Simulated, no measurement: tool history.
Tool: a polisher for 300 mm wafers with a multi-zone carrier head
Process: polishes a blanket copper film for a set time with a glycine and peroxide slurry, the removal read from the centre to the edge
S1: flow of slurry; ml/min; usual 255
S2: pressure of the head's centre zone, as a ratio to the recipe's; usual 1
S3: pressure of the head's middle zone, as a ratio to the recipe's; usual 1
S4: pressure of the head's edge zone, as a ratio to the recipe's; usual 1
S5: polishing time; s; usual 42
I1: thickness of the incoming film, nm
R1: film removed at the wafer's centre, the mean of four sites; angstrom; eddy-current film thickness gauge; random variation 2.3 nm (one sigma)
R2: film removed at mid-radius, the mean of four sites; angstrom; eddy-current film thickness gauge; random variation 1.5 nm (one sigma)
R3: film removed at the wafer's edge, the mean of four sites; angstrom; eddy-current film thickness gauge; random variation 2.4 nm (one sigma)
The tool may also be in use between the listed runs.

{"run": 1, "hour": 0.0, "S1": 255, "S2": 1.09, "S3": 1, "S4": 1, "S5": 42, "I1": 1566.6, "R1": 1690, "R2": 1637, "R3": 1622}
{"run": 2, "hour": 16.2, "S1": 255, "S2": 1.09, "S3": 1, "S4": 1, "S5": 42, "I1": 1575.1, "R1": 1719, "R2": 1647, "R3": 1648}
{"run": 3, "hour": 42.6, "S1": 255, "S2": 1.09, "S3": 1, "S4": 1, "S5": 42, "I1": 1605.3, "R1": 1688, "R2": 1578, "R3": 1580}
{"run": 4, "hour": 60.5, "S1": 255, "S2": 1, "S3": 1, "S4": 1, "S5": 42, "I1": 1557.1, "R1": 1550, "R2": 1580, "R3": 1543}
{"run": 5, "hour": 94.6, "S1": 255, "S2": 1, "S3": 1, "S4": 1, "S5": 42, "I1": 1575.4, "R1": 1463, "R2": 1494, "R3": 1531}
{"hour": 118.0, "done": "worn pad replaced by a new one"}
{"run": 6, "hour": 162.7, "S1": 255, "S2": 1, "S3": 1, "S4": 1, "S5": 42, "I1": 1569.6, "R1": 1633, "R2": 1614, "R3": 1629}
{"run": 7, "hour": 176.8, "S1": 255, "S2": 1, "S3": 1, "S4": 1, "S5": 42, "I1": 1540.4, "R1": 1594, "R2": 1600, "R3": 1587}
{"run": 8, "hour": 220.9, "S1": 255, "S2": 1, "S3": 1, "S4": 0.94, "S5": 42, "I1": 1592.2, "R1": 1479, "R2": 1516, "R3": 1486}
{"hour": 230.6, "done": "worn pad replaced by a new one"}
{"run": 9, "hour": 246.6, "S1": 255, "S2": 0.94, "S3": 1, "S4": 1, "S5": 42, "I1": 1549.7, "R1": 1522, "R2": 1619, "R3": 1631}
{"run": 10, "hour": 278.0, "S1": 255, "S2": 1, "S3": 0.97, "S4": 1, "S5": 42, "I1": 1581.8, "R1": 1575, "R2": 1551, "R3": 1650}
{"hour": 297.8, "done": "edge zone pressure recalibrated"}
{"run": 11, "hour": 313.1, "S1": 255, "S2": 1, "S3": 1, "S4": 1, "S5": 42, "I1": 1553.1, "R1": 1505, "R2": 1550, "R3": 1584}
{"run": 12, "hour": 327.5, "S1": 255, "S2": 1, "S3": 1, "S4": 1, "S5": 29, "I1": 1571.4, "R1": 1027, "R2": 1034, "R3": 1052}
{"hour": 337.6, "done": "slurry nozzle cleaned"}
{"run": 13, "hour": 348.2, "S1": 255, "S2": 1, "S3": 1, "S4": 1, "S5": 42, "I1": 1560.7, "R1": 1421, "R2": 1437, "R3": 1462}
{"hour": 361.8, "done": "worn pad replaced by a new one"}
{"run": 14, "hour": 382.4, "S1": 255, "S2": 0.88, "S3": 1, "S4": 1, "S5": 42, "I1": 1585.6, "R1": 1487, "R2": 1607, "R3": 1632}
{"run": 15, "hour": 415.0, "S1": 255, "S2": 1, "S3": 1, "S4": 1, "S5": 42, "I1": 1569.1, "R1": 1584, "R2": 1599, "R3": 1581}
{"run": 16, "hour": 435.2, "S1": 255, "S2": 1, "S3": 1, "S4": 1, "S5": 42, "I1": 1596.4, "R1": 1559, "R2": 1566, "R3": 1546}
{"hour": 443.5, "done": "carrier head's membrane replaced by a new one"}
{"hour": 463.2, "done": "centre zone pressure recalibrated"}
{"run": 17, "hour": 463.7, "S1": 255, "S2": 1, "S3": 1.09, "S4": 1, "S5": 55, "I1": 1601.4, "R1": 1911, "R2": 2108, "R3": 1977}
{"hour": 498.8, "done": "worn pad replaced by a new one"}
{"run": 18, "hour": 499.3, "S1": 255, "S2": 1, "S3": 1, "S4": 1, "S5": 42, "I1": 1555.5, "R1": 1616, "R2": 1635, "R3": 1660}
{"run": 19, "hour": 514.0, "S1": 255, "S2": 1, "S3": 1, "S4": 1, "S5": 42, "I1": 1573.1, "R1": 1590, "R2": 1652, "R3": 1649}
{"run": 20, "hour": 544.6, "S1": 255, "S2": 1, "S3": 1, "S4": 1.09, "S5": 42, "I1": 1558.8, "R1": 1605, "R2": 1622, "R3": 1692}
{"run": 21, "hour": 564.7, "S1": 205, "S2": 1.08, "S3": 1, "S4": 0.96, "S5": 27, "I1": 1571.9, "R1": 1013, "R2": 988, "R3": 1003}
{"run": 22, "hour": 593.6, "S1": 320, "S2": 1, "S3": 1, "S4": 1, "S5": 28, "I1": 1605.7, "R1": 1045, "R2": 1022, "R3": 1057}
{"run": 23, "hour": 615.8, "S1": 300, "S2": 1, "S3": 1, "S4": 1, "S5": 42, "I1": 1564.9, "R1": 1498, "R2": 1492, "R3": 1482}

3 ways to go on from here, each from the tool as it stands after run 23. What would each give?
{"run": "A", "hour": 616.2, "S1": 255, "S2": 1, "S3": 1, "S4": 1, "S5": 42, "I1": 1597.8, "R1": "?", "R2": "?", "R3": "?"}
{"run": "B", "hour": 616.2, "S1": 255, "S2": 1, "S3": 0.91, "S4": 0.97, "S5": 54, "I1": 1597.8, "R1": "?", "R2": "?", "R3": "?"}
{"run": "C", "hour": 616.2, "S1": 285, "S2": 1, "S3": 1.11, "S4": 1, "S5": 42, "I1": 1597.8, "R1": "?", "R2": "?", "R3": "?"}

run=A R1=1424 R2=1447 R3=1481
run=B R1=1830 R2=1719 R3=1879
run=C R1=1446 R2=1602 R3=1494
Without the tool's hidden state the same runs would have given:
run=A R1=1620 R2=1646 R3=1685
run=B R1=2081 R2=1956 R3=2138
run=C R1=1645 R2=1822 R3=1699

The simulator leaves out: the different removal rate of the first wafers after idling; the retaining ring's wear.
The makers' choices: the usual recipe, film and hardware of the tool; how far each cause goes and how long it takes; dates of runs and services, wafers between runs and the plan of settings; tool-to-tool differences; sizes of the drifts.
